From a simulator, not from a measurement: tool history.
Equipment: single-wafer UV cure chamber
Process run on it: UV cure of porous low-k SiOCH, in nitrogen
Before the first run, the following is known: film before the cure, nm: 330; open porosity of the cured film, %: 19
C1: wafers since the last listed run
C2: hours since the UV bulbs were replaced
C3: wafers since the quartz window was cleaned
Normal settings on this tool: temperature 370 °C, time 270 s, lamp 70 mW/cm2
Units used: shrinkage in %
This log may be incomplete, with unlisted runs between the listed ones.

run 1 hour=0 | temperature=370 time=270 lamp=82 | C1=0 C2=2425.2 C3=3192 | shrinkage=10.223
run 2 hour=7.1 | temperature=370 time=270 lamp=70 | C1=49 C2=2432.3 C3=3241 | shrinkage=9.321
run 3 hour=23.1 | temperature=385 time=270 lamp=70 | C1=112 C2=2448.3 C3=3354 | shrinkage=9.797
run 4 hour=38.8 | temperature=385 time=270 lamp=70 | C1=110 C2=2464 C3=3464 | shrinkage=9.658
run 5 hour=46.4 | temperature=380 time=270 lamp=70 | C1=53 C2=2471.6 C3=3517 | shrinkage=9.56
run 6 hour=59 | temperature=380 time=270 lamp=70 | C1=88 C2=2484.2 C3=3606 | shrinkage=9.575
run 7 hour=71.4 | temperature=380 time=270 lamp=70 | C1=87 C2=2496.6 C3=3693 | shrinkage=9.778
run 8 hour=87.3 | temperature=370 time=270 lamp=44 | C1=111 C2=2512.5 C3=3804 | shrinkage=7.628
run 9 hour=100.6 | temperature=370 time=270 lamp=44 | C1=93 C2=2525.8 C3=3898 | shrinkage=7.369
run 10 hour=109.8 | temperature=370 time=270 lamp=44 | C1=64 C2=2535 C3=3962 | shrinkage=7.622
run 11 hour=154.4 | temperature=370 time=220 lamp=41 | C1=313 C2=2579.6 C3=4275 | shrinkage=6.301
run 12 hour=168.1 | temperature=370 time=220 lamp=41 | C1=96 C2=2593.3 C3=4372 | shrinkage=6.439
-- hour=186.7 quartz window cleaned
run 13 hour=187.2 | temperature=370 time=220 lamp=41 | C1=77 C2=2612.4 C3=3 | shrinkage=6.938
run 14 hour=187.9 | temperature=370 time=270 lamp=70 | C1=4 C2=2613.1 C3=8 | shrinkage=10.316
run 15 hour=197.6 | temperature=370 time=270 lamp=70 | C1=68 C2=2622.8 C3=76 | shrinkage=10.201
run 16 hour=206.7 | temperature=370 time=270 lamp=70 | C1=63 C2=2631.9 C3=140 | shrinkage=10.127
run 17 hour=219.7 | temperature=370 time=270 lamp=70 | C1=91 C2=2644.9 C3=231 | shrinkage=10.223
run 18 hour=234.5 | temperature=370 time=270 lamp=70 | C1=103 C2=2659.7 C3=335 | shrinkage=10.118
run 19 hour=243.3 | temperature=370 time=270 lamp=70 | C1=61 C2=2668.5 C3=397 | shrinkage=10.109
run 20 hour=255.9 | temperature=370 time=165 lamp=70 | C1=88 C2=2681.1 C3=485 | shrinkage=7.873
run 21 hour=270.3 | temperature=370 time=165 lamp=70 | C1=101 C2=2695.5 C3=587 | shrinkage=7.951
run 22 hour=280.8 | temperature=356 time=270 lamp=48 | C1=73 C2=2706 C3=660 | shrinkage=8.325
run 23 hour=290 | temperature=356 time=270 lamp=48 | C1=64 C2=2715.2 C3=725 | shrinkage=8.388
run 24 hour=305.1 | temperature=370 time=205 lamp=70 | C1=106 C2=2730.3 C3=831 | shrinkage=8.778
run 25 hour=320.9 | temperature=388 time=380 lamp=70 | C1=110 C2=2746.1 C3=942 | shrinkage=11.84
run 26 hour=334.2 | temperature=370 time=325 lamp=40 | C1=93 C2=2759.4 C3=1035 | shrinkage=8.184
run 27 hour=343.3 | temperature=370 time=270 lamp=70 | C1=63 C2=2768.5 C3=1099 | shrinkage=10.017
run 28 hour=356.5 | temperature=370 time=345 lamp=110 | C1=92 C2=2781.7 C3=1192 | shrinkage=13.138
run 29 hour=373.9 | temperature=363 time=200 lamp=58 | C1=122 C2=2799.1 C3=1314 | shrinkage=7.643
run 30 hour=388.4 | temperature=370 time=270 lamp=70 | C1=101 C2=2813.6 C3=1416 | shrinkage=9.788
run 31 hour=402.8 | temperature=354 time=165 lamp=70 | C1=101 C2=2828 C3=1517 | shrinkage=7.663
-- hour=413.5 UV bulbs replaced
run 32 hour=413.8 | temperature=358 time=360 lamp=99 | C1=21 C2=0.3 C3=1538 | shrinkage=12.741
run 33 hour=428.6 | temperature=370 time=270 lamp=70 | C1=103 C2=15.1 C3=1642 | shrinkage=9.785
run 34 hour=442.6 | temperature=370 time=270 lamp=70 | C1=98 C2=29.1 C3=1740 | shrinkage=9.697
run 35 hour=455.2 | temperature=370 time=270 lamp=44 | C1=88 C2=41.7 C3=1828 | shrinkage=7.805
run 36 hour=470.7 | temperature=359 time=395 lamp=51 | C1=108 C2=57.2 C3=1937 | shrinkage=10.125
run 37 hour=484.1 | temperature=370 time=270 lamp=70 | C1=94 C2=70.6 C3=2031 | shrinkage=10.025
run 38 hour=492.5 | temperature=370 time=130 lamp=70 | C1=58 C2=79 C3=2090 | shrinkage=6.754
run 39 hour=501.2 | temperature=378 time=430 lamp=92 | C1=61 C2=87.7 C3=2151 | shrinkage=13.102
run 40 hour=517.9 | temperature=370 time=270 lamp=103 | C1=117 C2=104.4 C3=2269 | shrinkage=11.311
run 41 hour=532.8 | temperature=361 time=270 lamp=70 | C1=104 C2=119.3 C3=2373 | shrinkage=9.77
run 42 hour=544.1 | temperature=363 time=200 lamp=58 | C1=79 C2=130.6 C3=2453 | shrinkage=7.4
run 43 hour=558 | temperature=370 time=270 lamp=70 | C1=97 C2=144.5 C3=2550 | shrinkage=9.718
run 44 hour=567 | temperature=380 time=270 lamp=70 | C1=63 C2=153.5 C3=2613 | shrinkage=9.828
run 45 hour=580 | temperature=388 time=270 lamp=92 | C1=91 C2=166.5 C3=2705 | shrinkage=11.169
run 46 hour=604.3 | temperature=370 time=270 lamp=70 | C1=170 C2=190.8 C3=2875 | shrinkage=9.668

Predict each of these 5 candidate next runs independently; none follows another, all start after run 46:
run A hour=604.8 | temperature=370 time=270 lamp=70 | C1=3 C2=191.3 C3=2879 | shrinkage=?
run B hour=604.8 | temperature=370 time=415 lamp=43 | C1=3 C2=191.3 C3=2879 | shrinkage=?
run C hour=604.8 | temperature=361 time=315 lamp=104 | C1=3 C2=191.3 C3=2879 | shrinkage=?
run D hour=604.8 | temperature=370 time=190 lamp=45 | C1=3 C2=191.3 C3=2879 | shrinkage=?
run E hour=604.8 | temperature=376 time=220 lamp=93 | C1=3 C2=191.3 C3=2879 | shrinkage=?

run=A shrinkage=9.716
run=B shrinkage=9.465
run=C shrinkage=12.033
run=D shrinkage=6.412
run=E shrinkage=10.177
Had the tool no hidden state, the same runs would have come out as:
run=A shrinkage=10.388
run=B shrinkage=10.132
run=C shrinkage=12.747
run=D shrinkage=7.012
run=E shrinkage=10.858
